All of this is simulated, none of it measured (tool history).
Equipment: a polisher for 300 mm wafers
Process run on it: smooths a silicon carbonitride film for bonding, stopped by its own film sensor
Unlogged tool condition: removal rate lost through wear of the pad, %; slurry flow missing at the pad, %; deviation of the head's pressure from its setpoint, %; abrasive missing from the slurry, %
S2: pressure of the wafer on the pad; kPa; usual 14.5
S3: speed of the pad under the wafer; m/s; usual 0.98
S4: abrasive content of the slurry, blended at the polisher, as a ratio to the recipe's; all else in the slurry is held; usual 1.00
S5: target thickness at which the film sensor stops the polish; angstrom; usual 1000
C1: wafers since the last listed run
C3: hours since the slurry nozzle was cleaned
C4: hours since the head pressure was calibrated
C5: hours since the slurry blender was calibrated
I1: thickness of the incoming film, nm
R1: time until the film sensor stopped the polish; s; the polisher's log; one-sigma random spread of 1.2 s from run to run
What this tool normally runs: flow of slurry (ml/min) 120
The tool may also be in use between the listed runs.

run 1 hour=0.0 | flow_of_slurry_(ml/min)=120 S2=14.5 S3=0.98 S4=1.00 S5=1000 | C1=0 wafers_polished_on_this_pad=825 C3=784.6 C4=540.3 C5=51.3 | I1=119.8 | R1=81.2
-- hour=12.9 slurry nozzle cleaned
run 2 hour=20.5 | flow_of_slurry_(ml/min)=120 S2=14.5 S3=0.98 S4=1.00 S5=1000 | C1=236 wafers_polished_on_this_pad=1062 C3=7.6 C4=560.8 C5=71.8 | I1=121.1 | R1=82.5
run 3 hour=44.9 | flow_of_slurry_(ml/min)=120 S2=14.5 S3=0.98 S4=1.00 S5=1000 | C1=296 wafers_polished_on_this_pad=1358 C3=32.0 C4=585.2 C5=96.2 | I1=119.2 | R1=74.8
run 4 hour=60.7 | flow_of_slurry_(ml/min)=120 S2=14.5 S3=0.98 S4=1.00 S5=1000 | C1=191 wafers_polished_on_this_pad=1550 C3=47.8 C4=601.0 C5=112.0 | I1=119.9 | R1=78.9
run 5 hour=77.7 | flow_of_slurry_(ml/min)=120 S2=14.5 S3=0.98 S4=1.00 S5=1000 | C1=206 wafers_polished_on_this_pad=1756 C3=64.8 C4=618.0 C5=129.0 | I1=120.0 | R1=76.1
run 6 hour=96.6 | flow_of_slurry_(ml/min)=120 S2=14.5 S3=0.98 S4=1.00 S5=1000 | C1=229 wafers_polished_on_this_pad=1985 C3=83.7 C4=636.9 C5=147.9 | I1=122.1 | R1=87.2
run 7 hour=109.7 | flow_of_slurry_(ml/min)=120 S2=14.5 S3=0.98 S4=1.00 S5=1000 | C1=159 wafers_polished_on_this_pad=2144 C3=96.8 C4=650.0 C5=161.0 | I1=121.1 | R1=84.6
-- hour=128.0 worn pad replaced by a new one
run 8 hour=134.0 | flow_of_slurry_(ml/min)=120 S2=14.5 S3=0.98 S4=1.00 S5=1000 | C1=246 wafers_polished_on_this_pad=73 C3=121.1 C4=674.3 C5=185.3 | I1=119.4 | R1=76.0
run 9 hour=160.1 | flow_of_slurry_(ml/min)=120 S2=14.5 S3=0.98 S4=0.70 S5=1000 | C1=316 wafers_polished_on_this_pad=390 C3=147.2 C4=700.4 C5=211.4 | I1=120.6 | R1=107.9
run 10 hour=188.0 | flow_of_slurry_(ml/min)=120 S2=14.5 S3=0.98 S4=1.00 S5=1000 | C1=338 wafers_polished_on_this_pad=728 C3=175.1 C4=728.3 C5=239.3 | I1=118.1 | R1=73.5
run 11 hour=223.9 | flow_of_slurry_(ml/min)=160 S2=11.0 S3=0.98 S4=1.00 S5=1000 | C1=435 wafers_polished_on_this_pad=1164 C3=211.0 C4=764.2 C5=275.2 | I1=119.6 | R1=97.8
run 12 hour=258.7 | flow_of_slurry_(ml/min)=120 S2=14.5 S3=0.76 S4=0.75 S5=1000 | C1=422 wafers_polished_on_this_pad=1587 C3=245.8 C4=799.0 C5=310.0 | I1=119.4 | R1=116.1
run 13 hour=270.8 | flow_of_slurry_(ml/min)=120 S2=14.5 S3=0.98 S4=1.00 S5=1000 | C1=146 wafers_polished_on_this_pad=1733 C3=257.9 C4=811.1 C5=322.1 | I1=121.0 | R1=84.7
-- hour=297.6 slurry blender recalibrated
run 14 hour=306.7 | flow_of_slurry_(ml/min)=120 S2=15.9 S3=0.98 S4=1.00 S5=1050 | C1=411 wafers_polished_on_this_pad=2145 C3=293.8 C4=847.0 C5=9.1 | I1=120.2 | R1=54.2
run 15 hour=320.5 | flow_of_slurry_(ml/min)=160 S2=11.7 S3=1.18 S4=1.00 S5=1000 | C1=167 wafers_polished_on_this_pad=2312 C3=307.6 C4=860.8 C5=22.9 | I1=121.5 | R1=89.5
-- hour=327.0 worn pad replaced by a new one
-- hour=345.7 head pressure recalibrated
run 16 hour=355.7 | flow_of_slurry_(ml/min)=120 S2=14.5 S3=0.98 S4=1.00 S5=1020 | C1=354 wafers_polished_on_this_pad=323 C3=342.8 C4=10.0 C5=58.1 | I1=118.5 | R1=67.0
run 17 hour=382.2 | flow_of_slurry_(ml/min)=155 S2=10.3 S3=0.98 S4=1.00 S5=1000 | C1=321 wafers_polished_on_this_pad=645 C3=369.3 C4=36.5 C5=84.6 | I1=120.8 | R1=113.1

Expected results for the next run?
run 18 hour=401.6 | flow_of_slurry_(ml/min)=120 S2=14.5 S3=0.98 S4=1.00 S5=1000 | C1=235 wafers_polished_on_this_pad=881 C3=388.7 C4=55.9 C5=104.0 | I1=118.8 | R1=?

Run 18 produced R1 74.0 s.
Minus the tool's unlogged condition, the same run would have read R1 70.1 s.

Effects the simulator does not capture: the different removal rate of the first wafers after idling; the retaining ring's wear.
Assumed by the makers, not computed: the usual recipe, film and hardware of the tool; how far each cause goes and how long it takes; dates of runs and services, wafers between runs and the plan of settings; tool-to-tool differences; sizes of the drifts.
